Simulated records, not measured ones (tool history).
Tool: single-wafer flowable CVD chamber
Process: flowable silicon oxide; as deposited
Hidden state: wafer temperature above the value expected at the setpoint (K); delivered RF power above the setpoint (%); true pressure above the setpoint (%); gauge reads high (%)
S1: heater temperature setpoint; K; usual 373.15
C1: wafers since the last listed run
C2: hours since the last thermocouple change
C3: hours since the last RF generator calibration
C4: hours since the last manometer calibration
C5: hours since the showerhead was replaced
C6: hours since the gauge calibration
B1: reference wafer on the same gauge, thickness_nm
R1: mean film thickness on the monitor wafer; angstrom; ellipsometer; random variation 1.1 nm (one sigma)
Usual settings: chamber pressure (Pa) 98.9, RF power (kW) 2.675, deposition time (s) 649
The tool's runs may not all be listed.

run 1 day=0.000 | S1=373.15 chamber_pressure_(Pa)=98.9 RF_power_(kW)=2.675 deposition_time_(s)=649 | C1=0 C2=1869.6 C3=47.3 C4=776.2 C5=5940.3 C6=234.0 | B1=439.069 | R1=4436.69
run 2 day=2.100 | S1=373.15 chamber_pressure_(Pa)=98.9 RF_power_(kW)=2.675 deposition_time_(s)=649 | C1=94 C2=1920.0 C3=97.7 C4=826.6 C5=5990.7 C6=284.4 | B1=438.923 | R1=4445.14
run 3 day=4.121 | S1=373.15 chamber_pressure_(Pa)=98.9 RF_power_(kW)=2.675 deposition_time_(s)=649 | C1=90 C2=1968.5 C3=146.2 C4=875.1 C5=6039.2 C6=332.9 | B1=439.153 | R1=4430.04
run 4 day=6.288 | S1=373.15 chamber_pressure_(Pa)=98.9 RF_power_(kW)=2.675 deposition_time_(s)=649 | C1=97 C2=2020.5 C3=198.2 C4=927.1 C5=6091.2 C6=384.9 | B1=439.043 | R1=4412.28
run 5 day=7.350 | S1=373.15 chamber_pressure_(Pa)=98.9 RF_power_(kW)=2.675 deposition_time_(s)=649 | C1=47 C2=2046.0 C3=223.7 C4=952.6 C5=6116.7 C6=410.4 | B1=438.852 | R1=4413.82
run 6 day=10.312 | S1=373.15 chamber_pressure_(Pa)=98.9 RF_power_(kW)=2.675 deposition_time_(s)=649 | C1=133 C2=2117.1 C3=294.8 C4=1023.7 C5=6187.8 C6=481.5 | B1=439.027 | R1=4403.48
run 7 day=12.312 | S1=373.15 chamber_pressure_(Pa)=98.9 RF_power_(kW)=2.675 deposition_time_(s)=649 | C1=89 C2=2165.1 C3=342.8 C4=1071.7 C5=6235.8 C6=529.5 | B1=439.210 | R1=4421.57
run 8 day=13.925 | S1=373.15 chamber_pressure_(Pa)=98.9 RF_power_(kW)=2.675 deposition_time_(s)=649 | C1=72 C2=2203.8 C3=381.5 C4=1110.4 C5=6274.5 C6=568.2 | B1=439.105 | R1=4410.32
run 9 day=15.296 | S1=373.15 chamber_pressure_(Pa)=98.9 RF_power_(kW)=2.675 deposition_time_(s)=649 | C1=61 C2=2236.7 C3=414.4 C4=1143.3 C5=6307.4 C6=601.1 | B1=439.186 | R1=4399.75
-- day=17.071 showerhead replaced
run 10 day=17.758 | S1=373.15 chamber_pressure_(Pa)=98.9 RF_power_(kW)=2.675 deposition_time_(s)=649 | C1=95 C2=2295.8 C3=473.5 C4=1202.4 C5=16.5 C6=660.2 | B1=438.880 | R1=4398.03
run 11 day=19.962 | S1=373.15 chamber_pressure_(Pa)=98.9 RF_power_(kW)=2.675 deposition_time_(s)=649 | C1=99 C2=2348.7 C3=526.4 C4=1255.3 C5=69.4 C6=713.1 | B1=439.189 | R1=4423.32
run 12 day=22.533 | S1=373.15 chamber_pressure_(Pa)=98.9 RF_power_(kW)=2.675 deposition_time_(s)=649 | C1=115 C2=2410.4 C3=588.1 C4=1317.0 C5=131.1 C6=774.8 | B1=439.157 | R1=4423.35
-- day=23.354 thermocouple changed; heater temperature recalibrated
run 13 day=24.304 | S1=373.15 chamber_pressure_(Pa)=111.3 RF_power_(kW)=2.675 deposition_time_(s)=649 | C1=64 C2=22.8 C3=630.6 C4=1359.5 C5=173.6 C6=817.3 | B1=438.889 | R1=4936.33
-- day=24.638 gauge calibrated
run 14 day=25.404 | S1=373.15 chamber_pressure_(Pa)=107.3 RF_power_(kW)=2.675 deposition_time_(s)=649 | C1=49 C2=49.2 C3=657.0 C4=1385.9 C5=200.0 C6=18.4 | B1=439.156 | R1=4758.46
run 15 day=27.996 | S1=373.15 chamber_pressure_(Pa)=123.5 RF_power_(kW)=2.675 deposition_time_(s)=558 | C1=116 C2=111.4 C3=719.2 C4=1448.1 C5=262.2 C6=80.6 | B1=438.960 | R1=4714.15
run 16 day=29.929 | S1=373.15 chamber_pressure_(Pa)=98.9 RF_power_(kW)=2.865 deposition_time_(s)=649 | C1=86 C2=157.8 C3=765.6 C4=1494.5 C5=308.6 C6=127.0 | B1=439.073 | R1=4410.02
-- day=31.225 capacitance manometer re-zeroed and calibrated
run 17 day=32.629 | S1=373.15 chamber_pressure_(Pa)=98.9 RF_power_(kW)=2.675 deposition_time_(s)=649 | C1=106 C2=222.6 C3=830.4 C4=33.7 C5=373.4 C6=191.8 | B1=439.050 | R1=4347.06
run 18 day=35.362 | S1=365.15 chamber_pressure_(Pa)=98.9 RF_power_(kW)=2.985 deposition_time_(s)=649 | C1=122 C2=288.2 C3=896.0 C4=99.3 C5=439.0 C6=257.4 | B1=438.965 | R1=5529.65

The next listed run, before its measurement:
-- day=37.250 RF generator calibrated
run 19 day=37.729 | S1=386.15 chamber_pressure_(Pa)=119.5 RF_power_(kW)=2.330 deposition_time_(s)=691 | C1=91 C2=345.0 C3=11.5 C4=156.1 C5=495.8 C6=314.2 | B1=? | R1=?

B1: 439.061
R1: 3753.13 angstrom
Without the tool's hidden state the same run would have given R1 3850.82 angstrom.

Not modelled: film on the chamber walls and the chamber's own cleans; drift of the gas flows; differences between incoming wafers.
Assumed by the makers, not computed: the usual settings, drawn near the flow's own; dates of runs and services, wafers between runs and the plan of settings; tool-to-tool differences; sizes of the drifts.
